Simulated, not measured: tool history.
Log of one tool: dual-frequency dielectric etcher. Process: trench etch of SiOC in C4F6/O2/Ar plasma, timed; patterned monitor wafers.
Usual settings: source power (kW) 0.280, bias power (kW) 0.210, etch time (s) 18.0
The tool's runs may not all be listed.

run,hour,source power (kW),bias power (kW),etch time (s),"read-back reference wafer on the same gauge, depth_nm",mean etch depth across the wafer (Å)
1,0.0,0.280,0.210,18.0,38.13,346.5
2,59.0,0.330,0.210,20.5,38.14,421.3
3,98.6,0.330,0.210,20.5,38.10,417.8
# hour 169.9: gauge calibrated
4,191.6,0.330,0.210,20.5,38.10,414.9
# hour 230.4: source power generator calibrated
5,295.9,0.280,0.233,18.0,38.11,351.7
# hour 382.8: upper electrode replaced
6,383.3,0.280,0.233,18.0,38.12,348.3
7,411.1,0.280,0.233,18.0,38.15,347.7
8,516.6,0.280,0.210,18.0,38.09,337.7
# hour 597.3: wet clean of the chamber
9,597.8,0.280,0.210,18.0,38.10,351.8
10,663.4,0.340,0.210,18.0,38.08,384.6
11,700.1,0.280,0.210,22.5,38.08,437.2
12,784.0,0.280,0.210,19.0,38.09,363.8
13,860.5,0.280,0.166,20.5,38.11,373.3
14,974.8,0.280,0.245,18.0,38.09,355.9
15,1046.0,0.280,0.173,15.0,38.06,271.2
16,1195.5,0.310,0.244,22.0,38.07,447.0
# hour 1285.1: wet clean of the chamber
17,1290.5,0.280,0.243,23.0,38.10,469.1
18,1398.3,0.330,0.230,23.5,38.16,508.0
19,1447.2,0.220,0.246,18.0,38.10,326.0
20,1498.0,0.280,0.210,18.0,38.08,348.5
21,1569.5,0.280,0.210,18.0,38.11,346.2
22,1616.4,0.240,0.210,22.0,38.08,389.2
23,1694.5,0.280,0.210,14.5,38.10,274.5
24,1791.1,0.280,0.210,18.0,38.13,341.7

Forecast run 25:
# hour 1834.0: wet clean of the chamber
25,1836.3,0.320,0.183,16.0,?,?

{"run 25": {"read-back reference wafer on the same gauge, depth_nm": 38.09, "mean etch depth across the wafer (Å)": 319.5}}
Without the tool's hidden state the same run would have given mean etch depth across the wafer (Å) 322.0.
